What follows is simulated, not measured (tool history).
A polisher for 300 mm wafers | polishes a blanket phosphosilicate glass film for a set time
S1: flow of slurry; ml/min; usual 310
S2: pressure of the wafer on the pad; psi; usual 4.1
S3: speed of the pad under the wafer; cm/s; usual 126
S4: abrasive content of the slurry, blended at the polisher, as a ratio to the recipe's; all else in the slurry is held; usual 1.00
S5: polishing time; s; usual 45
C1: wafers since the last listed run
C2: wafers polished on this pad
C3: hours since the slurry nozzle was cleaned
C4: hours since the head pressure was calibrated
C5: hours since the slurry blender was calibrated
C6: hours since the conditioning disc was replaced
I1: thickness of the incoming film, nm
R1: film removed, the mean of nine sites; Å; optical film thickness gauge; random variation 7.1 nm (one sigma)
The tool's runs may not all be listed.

run 1 hour=0.0 | S1=310 S2=3.5 S3=126 S4=1.00 S5=57 | C1=0 C2=2394 C3=159.2 C4=233.5 C5=214.3 C6=129.6 | I1=1942.7 | R1=5994
run 2 hour=95.8 | S1=310 S2=4.7 S3=126 S4=1.00 S5=45 | C1=1623 C2=4017 C3=255.0 C4=329.3 C5=310.1 C6=225.4 | I1=1929.6 | R1=6229
run 3 hour=128.1 | S1=235 S2=4.1 S3=106 S4=1.00 S5=30 | C1=547 C2=4564 C3=287.3 C4=361.6 C5=342.4 C6=257.7 | I1=1972.5 | R1=3033
run 4 hour=173.4 | S1=310 S2=4.1 S3=126 S4=1.00 S5=45 | C1=767 C2=5332 C3=332.6 C4=406.9 C5=387.7 C6=303.0 | I1=1997.4 | R1=5364
run 5 hour=211.2 | S1=310 S2=4.1 S3=126 S4=1.00 S5=45 | C1=640 C2=5973 C3=370.4 C4=444.7 C5=425.5 C6=340.8 | I1=1971.6 | R1=5186
run 6 hour=246.1 | S1=280 S2=4.1 S3=126 S4=1.00 S5=45 | C1=591 C2=6564 C3=405.3 C4=479.6 C5=460.4 C6=375.7 | I1=1989.6 | R1=5229
-- hour=291.9 slurry blender recalibrated
run 7 hour=307.0 | S1=310 S2=4.1 S3=126 S4=1.20 S5=45 | C1=998 C2=7562 C3=466.2 C4=540.5 C5=15.1 C6=436.6 | I1=1988.9 | R1=6024
-- hour=345.6 head pressure recalibrated
run 8 hour=359.3 | S1=225 S2=4.1 S3=126 S4=1.00 S5=55 | C1=852 C2=8414 C3=518.5 C4=13.7 C5=67.4 C6=488.9 | I1=1968.2 | R1=6307
-- hour=390.3 worn pad replaced by a new one
run 9 hour=411.4 | S1=235 S2=4.1 S3=106 S4=1.00 S5=30 | C1=815 C2=358 C3=570.6 C4=65.8 C5=119.5 C6=541.0 | I1=1976.1 | R1=3048
-- hour=425.8 conditioning disc replaced and pad reconditioned
run 10 hour=464.4 | S1=310 S2=4.1 S3=126 S4=1.00 S5=45 | C1=864 C2=1222 C3=623.6 C4=118.8 C5=172.5 C6=38.6 | I1=1964.5 | R1=5356
-- hour=652.9 slurry nozzle cleaned
run 11 hour=667.0 | S1=255 S2=4.1 S3=98 S4=1.00 S5=37 | C1=3416 C2=4638 C3=14.1 C4=321.4 C5=375.1 C6=241.2 | I1=1958.3 | R1=3698
run 12 hour=718.0 | S1=310 S2=3.2 S3=126 S4=1.20 S5=45 | C1=864 C2=5502 C3=65.1 C4=372.4 C5=426.1 C6=292.2 | I1=1938.3 | R1=4921
-- hour=755.8 slurry blender recalibrated
run 13 hour=770.9 | S1=310 S2=4.1 S3=126 S4=1.00 S5=35 | C1=862 C2=6365 C3=118.0 C4=425.3 C5=15.1 C6=345.1 | I1=1974.7 | R1=4331
run 14 hour=801.8 | S1=310 S2=4.1 S3=126 S4=1.00 S5=45 | C1=523 C2=6888 C3=148.9 C4=456.2 C5=46.0 C6=376.0 | I1=1941.9 | R1=5488
-- hour=833.8 worn pad replaced by a new one
run 15 hour=844.2 | S1=260 S2=4.1 S3=162 S4=0.85 S5=39 | C1=650 C2=175 C3=191.3 C4=498.6 C5=88.4 C6=418.4 | I1=1966.5 | R1=5097
-- hour=858.6 conditioning disc replaced and pad reconditioned
-- hour=888.0 head pressure recalibrated
run 16 hour=914.0 | S1=400 S2=4.5 S3=126 S4=1.00 S5=33 | C1=1114 C2=1290 C3=261.1 C4=26.0 C5=158.2 C6=55.4 | I1=1961.2 | R1=4452
run 17 hour=977.1 | S1=250 S2=3.5 S3=126 S4=1.00 S5=31 | C1=1069 C2=2359 C3=324.2 C4=89.1 C5=221.3 C6=118.5 | I1=2001.6 | R1=3112
run 18 hour=1001.5 | S1=310 S2=5.4 S3=126 S4=1.00 S5=45 | C1=413 C2=2773 C3=348.6 C4=113.5 C5=245.7 C6=142.9 | I1=1950.9 | R1=6657
run 19 hour=1032.0 | S1=215 S2=5.0 S3=154 S4=1.00 S5=61 | C1=516 C2=3290 C3=379.1 C4=144.0 C5=276.2 C6=173.4 | I1=1959.9 | R1=9717
run 20 hour=1062.8 | S1=230 S2=4.1 S3=126 S4=1.00 S5=45 | C1=521 C2=3812 C3=409.9 C4=174.8 C5=307.0 C6=204.2 | I1=1971.7 | R1=5207
run 21 hour=1114.4 | S1=310 S2=4.1 S3=126 S4=1.00 S5=45 | C1=874 C2=4686 C3=461.5 C4=226.4 C5=358.6 C6=255.8 | I1=1961.0 | R1=5294
run 22 hour=1165.5 | S1=255 S2=4.1 S3=126 S4=1.00 S5=50 | C1=865 C2=5552 C3=512.6 C4=277.5 C5=409.7 C6=306.9 | I1=1954.9 | R1=5667
-- hour=1201.7 slurry blender recalibrated
run 23 hour=1217.9 | S1=250 S2=4.1 S3=126 S4=1.00 S5=60 | C1=854 C2=6406 C3=565.0 C4=329.9 C5=16.2 C6=359.3 | I1=1959.2 | R1=6779
-- hour=1294.9 worn pad replaced by a new one
-- hour=1394.5 conditioning disc replaced and pad reconditioned
run 24 hour=1422.9 | S1=310 S2=4.1 S3=108 S4=1.00 S5=45 | C1=3372 C2=2135 C3=770.0 C4=534.9 C5=221.2 C6=28.4 | I1=1959.4 | R1=4761

Forecast each of these 5 alternatives for the next run:
run A hour=1423.3 | S1=310 S2=2.9 S3=126 S4=1.00 S5=45 | C1=6 C2=2142 C3=770.4 C4=535.3 C5=221.6 C6=28.8 | I1=1958.7 | R1=?
run B hour=1423.3 | S1=355 S2=4.1 S3=126 S4=1.00 S5=45 | C1=6 C2=2142 C3=770.4 C4=535.3 C5=221.6 C6=28.8 | I1=1958.7 | R1=?
run C hour=1423.3 | S1=355 S2=4.1 S3=126 S4=1.30 S5=45 | C1=6 C2=2142 C3=770.4 C4=535.3 C5=221.6 C6=28.8 | I1=1958.7 | R1=?
run D hour=1423.3 | S1=310 S2=4.1 S3=102 S4=1.00 S5=45 | C1=6 C2=2142 C3=770.4 C4=535.3 C5=221.6 C6=28.8 | I1=1958.7 | R1=?
run E hour=1423.3 | S1=310 S2=4.5 S3=126 S4=1.25 S5=45 | C1=6 C2=2142 C3=770.4 C4=535.3 C5=221.6 C6=28.8 | I1=1958.7 | R1=?

run=A R1=3945
run=B R1=5343
run=C R1=6151
run=D R1=4449
run=E R1=6451
Without the tool's hidden state the same runs would have given:
run=A R1=4135
run=B R1=5574
run=C R1=6418
run=D R1=4663
run=E R1=6763
